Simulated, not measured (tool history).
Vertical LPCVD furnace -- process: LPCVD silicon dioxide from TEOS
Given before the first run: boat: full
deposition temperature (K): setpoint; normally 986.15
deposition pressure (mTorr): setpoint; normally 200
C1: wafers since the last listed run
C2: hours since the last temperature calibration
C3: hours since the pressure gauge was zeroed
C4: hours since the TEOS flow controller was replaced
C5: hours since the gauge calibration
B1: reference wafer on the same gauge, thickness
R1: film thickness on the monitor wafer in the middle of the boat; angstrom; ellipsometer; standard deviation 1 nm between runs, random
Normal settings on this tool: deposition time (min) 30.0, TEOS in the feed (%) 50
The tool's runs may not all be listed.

Run 1, hour 0.0: usual settings; C1 0; C2 3165.9; C3 894.6; C4 3220.3; C5 1095.8; B1 188.23. Result: R1 1992.0 angstrom.
Run 2, hour 97.4: usual settings; C1 1253; C2 3263.3; C3 992.0; C4 3317.7; C5 1193.2; B1 188.09. Result: R1 1984.7 angstrom.
Run 3, hour 172.7: usual settings; C1 968; C2 3338.6; C3 1067.3; C4 3393.0; C5 1268.5; B1 188.10. Result: R1 1990.2 angstrom.
Run 4, hour 261.6: usual settings but deposition time (min) 39.5; C1 1143; C2 3427.5; C3 1156.2; C4 3481.9; C5 1357.4; B1 188.00. Result: R1 2638.6 angstrom.
Run 5, hour 343.2: usual settings; C1 1049; C2 3509.1; C3 1237.8; C4 3563.5; C5 1439.0; B1 188.06. Result: R1 1998.2 angstrom.
Run 6, hour 437.2: usual settings; C1 1209; C2 3603.1; C3 1331.8; C4 3657.5; C5 1533.0; B1 188.28. Result: R1 1996.2 angstrom.
At hour 475.8: gauge calibrated.
At hour 523.8: thermocouples replaced and temperature profile calibrated.
Run 7, hour 524.3: usual settings; C1 811; C2 0.5; C3 1418.9; C4 3744.6; C5 48.5; B1 188.16. Result: R1 1986.3 angstrom.
Run 8, hour 619.7: usual settings but deposition temperature (K) 994.15; C1 1227; C2 95.9; C3 1514.3; C4 3840.0; C5 143.9; B1 187.95. Result: R1 2385.6 angstrom.
Run 9, hour 697.1: usual settings; C1 995; C2 173.3; C3 1591.7; C4 3917.4; C5 221.3; B1 188.02. Result: R1 1987.4 angstrom.
Run 10, hour 962.9: usual settings but deposition pressure (mTorr) 215; C1 3419; C2 439.1; C3 1857.5; C4 4183.2; C5 487.1; B1 187.87. Result: R1 2057.5 angstrom.
Run 11, hour 1003.5: usual settings but deposition temperature (K) 989.15, deposition pressure (mTorr) 220, deposition time (min) 25.0, TEOS in the feed (%) 42; C1 522; C2 479.7; C3 1898.1; C4 4223.8; C5 527.7; B1 188.09. Result: R1 1690.2 angstrom.
Run 12, hour 1097.5: usual settings but deposition temperature (K) 977.15; C1 1209; C2 573.7; C3 1992.1; C4 4317.8; C5 621.7; B1 188.32. Result: R1 1621.3 angstrom.
At hour 1150.0: TEOS flow controller replaced.
At hour 1159.3: pressure gauge zeroed.
Run 13, hour 1159.8: usual settings but deposition temperature (K) 996.15, deposition pressure (mTorr) 175, deposition time (min) 27.0, TEOS in the feed (%) 53; C1 373; C2 636.0; C3 0.5; C4 9.8; C5 684.0; B1 188.19. Result: R1 2179.2 angstrom.
Run 14, hour 1201.5: usual settings but deposition temperature (K) 978.15, deposition pressure (mTorr) 215, deposition time (min) 23.5, TEOS in the feed (%) 45; C1 536; C2 677.7; C3 42.2; C4 51.5; C5 725.7; B1 188.02. Result: R1 1271.2 angstrom.
Run 15, hour 1263.6: usual settings but deposition temperature (K) 978.15, deposition pressure (mTorr) 215, deposition time (min) 23.5, TEOS in the feed (%) 45; C1 798; C2 739.8; C3 104.3; C4 113.6; C5 787.8; B1 188.22. Result: R1 1272.2 angstrom.
Run 16, hour 1351.4: usual settings but deposition time (min) 21.5; C1 1129; C2 827.6; C3 192.1; C4 201.4; C5 875.6; B1 188.07. Result: R1 1447.6 angstrom.
Run 17, hour 1450.0: usual settings but deposition temperature (K) 980.15, deposition pressure (mTorr) 185, TEOS in the feed (%) 55; C1 1268; C2 926.2; C3 290.7; C4 300.0; C5 974.2; B1 187.88. Result: R1 1755.0 angstrom.

5 ways to go on from here, each from the tool as it stands after run 17. What would each give?
Run A, hour 1454.1: usual settings; C1 52; C2 930.3; C3 294.8; C4 304.1; C5 978.3; B1 ?. Result: R1 ?.
Run B, hour 1454.1: usual settings but deposition temperature (K) 975.15, deposition pressure (mTorr) 220, deposition time (min) 37.0; C1 52; C2 930.3; C3 294.8; C4 304.1; C5 978.3; B1 ?. Result: R1 ?.
Run C, hour 1454.1: usual settings but deposition temperature (K) 982.15, deposition pressure (mTorr) 185, TEOS in the feed (%) 44; C1 52; C2 930.3; C3 294.8; C4 304.1; C5 978.3; B1 ?. Result: R1 ?.
Run D, hour 1454.1: usual settings but TEOS in the feed (%) 46; C1 52; C2 930.3; C3 294.8; C4 304.1; C5 978.3; B1 ?. Result: R1 ?.
Run E, hour 1454.1: usual settings but deposition temperature (K) 989.15, deposition pressure (mTorr) 165, deposition time (min) 35.5, TEOS in the feed (%) 45; C1 52; C2 930.3; C3 294.8; C4 304.1; C5 978.3; B1 ?. Result: R1 ?.

run      B1      R1
  A  187.97  1995.5
  B  187.97  2006.5
  C  187.97  1643.9
  D  187.97  1914.0
  E  187.97  2177.3
What these runs would have given with no unlogged condition in the tool:
run      R1
  A  1995.5
  B  2006.5
  C  1643.9
  D  1914.0
  E  2177.3
